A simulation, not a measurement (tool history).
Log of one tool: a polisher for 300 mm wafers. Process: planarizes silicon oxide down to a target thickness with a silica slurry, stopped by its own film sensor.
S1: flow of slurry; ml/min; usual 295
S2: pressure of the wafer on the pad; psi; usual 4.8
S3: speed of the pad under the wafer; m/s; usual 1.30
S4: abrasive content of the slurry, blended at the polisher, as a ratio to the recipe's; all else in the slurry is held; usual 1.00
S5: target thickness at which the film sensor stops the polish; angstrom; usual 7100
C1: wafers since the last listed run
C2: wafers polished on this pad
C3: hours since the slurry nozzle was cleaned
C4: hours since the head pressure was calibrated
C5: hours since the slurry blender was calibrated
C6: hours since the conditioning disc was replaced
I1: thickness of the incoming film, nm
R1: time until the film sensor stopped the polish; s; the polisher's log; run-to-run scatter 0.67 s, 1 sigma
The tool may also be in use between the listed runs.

run	hour	S1	S2	S3	S4	S5	C1	C2	C3	C4	C5	C6	I1	R1
1	0.0	295	4.8	1.30	1.10	7100	0	442	737.6	771.6	131.5	117.7	1028.5	71.5
# hour 41.5: slurry nozzle cleaned
2	74.6	295	4.8	1.30	1.10	7100	497	940	33.1	846.2	206.1	192.3	1024.4	68.7
3	169.6	295	4.8	1.30	1.10	7100	642	1582	128.1	941.2	301.1	287.3	1021.2	68.2
# hour 171.7: conditioning disc replaced and pad reconditioned
# hour 187.1: worn pad replaced by a new one
# hour 201.2: slurry blender recalibrated
4	215.4	295	4.8	1.30	0.90	7100	255	177	173.9	987.0	14.2	43.7	1024.8	78.2
5	281.5	295	4.8	1.30	1.00	7100	446	624	240.0	1053.1	80.3	109.8	1022.9	72.0
6	378.7	295	4.8	1.30	1.00	7100	657	1281	337.2	1150.3	177.5	207.0	1005.9	69.7
7	433.2	295	4.8	1.30	1.00	7100	368	1650	391.7	1204.8	232.0	261.5	1033.2	76.4
# hour 441.9: worn pad replaced by a new one, of another model than before
# hour 471.4: conditioning disc replaced and pad reconditioned
# hour 533.1: slurry blender recalibrated
8	535.7	295	4.8	1.30	1.00	7100	639	607	494.2	1307.3	2.6	64.3	1019.6	72.6
9	582.7	390	4.8	1.30	0.75	7100	317	924	541.2	1354.3	49.6	111.3	1021.0	89.6
# hour 636.3: worn pad replaced by a new one
10	647.5	295	4.8	1.30	1.00	7100	411	75	606.0	1419.1	114.4	176.1	1008.9	68.6
11	751.3	295	4.8	1.72	1.00	7800	701	777	709.8	1522.9	218.2	279.9	1031.2	51.6
# hour 761.4: slurry nozzle cleaned
# hour 846.4: head pressure recalibrated
# hour 850.0: conditioning disc replaced and pad reconditioned
12	850.5	295	4.8	1.46	1.00	6490	636	1414	89.1	4.1	317.4	0.5	1024.9	83.1
# hour 887.9: worn pad replaced by a new one
# hour 898.6: slurry blender recalibrated
13	914.1	295	4.8	1.30	1.00	7100	389	163	152.7	67.7	15.5	64.1	1018.4	72.5
14	994.8	295	4.8	1.30	1.00	7100	545	709	233.4	148.4	96.2	144.8	1010.6	70.5
15	1042.7	240	4.8	1.64	0.75	7380	323	1033	281.3	196.3	144.1	192.7	1018.6	72.0
# hour 1103.8: worn pad replaced by a new one
16	1115.8	215	3.7	0.98	1.00	7530	467	81	354.4	269.4	217.2	265.8	1009.7	87.3

Each run again, without the hidden state but with its own random variation kept:
Hidden state present: removal rate lost through wear of the pad, %; slurry flow missing at the pad, %; deviation of the head's pressure from its setpoint, %; abrasive missing from the slurry, %; time polished since the conditioner stopped cutting, s.
run	R1
1	69.3
2	68.6
3	68.0
4	78.0
5	71.7
6	69.3
7	75.8
8	72.0
9	88.8
10	67.8
11	50.8
12	83.0
13	72.3
14	70.3
15	71.8
16	86.9
